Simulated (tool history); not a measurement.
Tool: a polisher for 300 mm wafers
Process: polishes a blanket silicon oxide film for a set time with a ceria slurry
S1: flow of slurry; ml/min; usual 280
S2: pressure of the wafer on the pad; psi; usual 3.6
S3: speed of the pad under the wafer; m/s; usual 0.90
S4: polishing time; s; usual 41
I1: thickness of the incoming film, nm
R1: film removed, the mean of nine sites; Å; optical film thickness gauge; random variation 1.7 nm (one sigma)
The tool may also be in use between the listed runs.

Run 1, hour 0.0: usual settings but S2 4.1 psi, S3 0.68 m/s; I1 758.1. Result: R1 1809 Å.
Run 2, hour 36.3: usual settings but S2 4.1 psi, S3 0.68 m/s; I1 760.1. Result: R1 1820 Å.
Run 3, hour 76.5: usual settings but S2 4.1 psi, S3 0.68 m/s; I1 760.2. Result: R1 1786 Å.
At hour 89.6: worn pad replaced by a new one.
At hour 92.7: head pressure recalibrated.
Run 4, hour 108.4: usual settings; I1 747.0. Result: R1 2201 Å.
Run 5, hour 141.6: usual settings; I1 748.3. Result: R1 2154 Å.
Run 6, hour 201.1: usual settings; I1 764.1. Result: R1 2170 Å.
Run 7, hour 265.6: usual settings; I1 756.7. Result: R1 2102 Å.
Run 8, hour 302.9: usual settings; I1 754.8. Result: R1 2098 Å.
At hour 317.4: worn pad replaced by a new one.
Run 9, hour 352.8: usual settings; I1 761.3. Result: R1 2174 Å.
At hour 408.2: slurry nozzle cleaned.
Run 10, hour 424.3: usual settings; I1 756.4. Result: R1 2142 Å.
Run 11, hour 482.7: usual settings; I1 751.9. Result: R1 2090 Å.
Run 12, hour 530.8: usual settings; I1 764.2. Result: R1 2073 Å.
At hour 540.6: worn pad replaced by a new one.
Run 13, hour 595.5: usual settings; I1 754.1. Result: R1 2145 Å.
Run 14, hour 620.1: usual settings but S1 225 ml/min, S2 2.5 psi, S3 0.58 m/s, S4 48 s; I1 752.9. Result: R1 1131 Å.
Run 15, hour 659.5: usual settings; I1 747.7. Result: R1 2159 Å.
Run 16, hour 701.1: usual settings but S1 250 ml/min, S2 4.4 psi, S3 0.80 m/s, S4 51 s; I1 767.6. Result: R1 2735 Å.
At hour 735.4: worn pad replaced by a new one.
Run 17, hour 744.3: usual settings but S1 380 ml/min, S2 4.4 psi, S4 28 s; I1 766.0. Result: R1 1864 Å.
Run 18, hour 775.6: usual settings but S2 4.9 psi; I1 748.1. Result: R1 2907 Å.

The next listed run, before its measurement:
At hour 780.0: head pressure recalibrated.
Run 19, hour 823.1: usual settings but S2 3.2 psi, S4 33 s; I1 760.0. Result: R1 ?.

Run 19 gave R1 1564 Å.
Without the tool's hidden state the same run would have given R1 1615 Å.
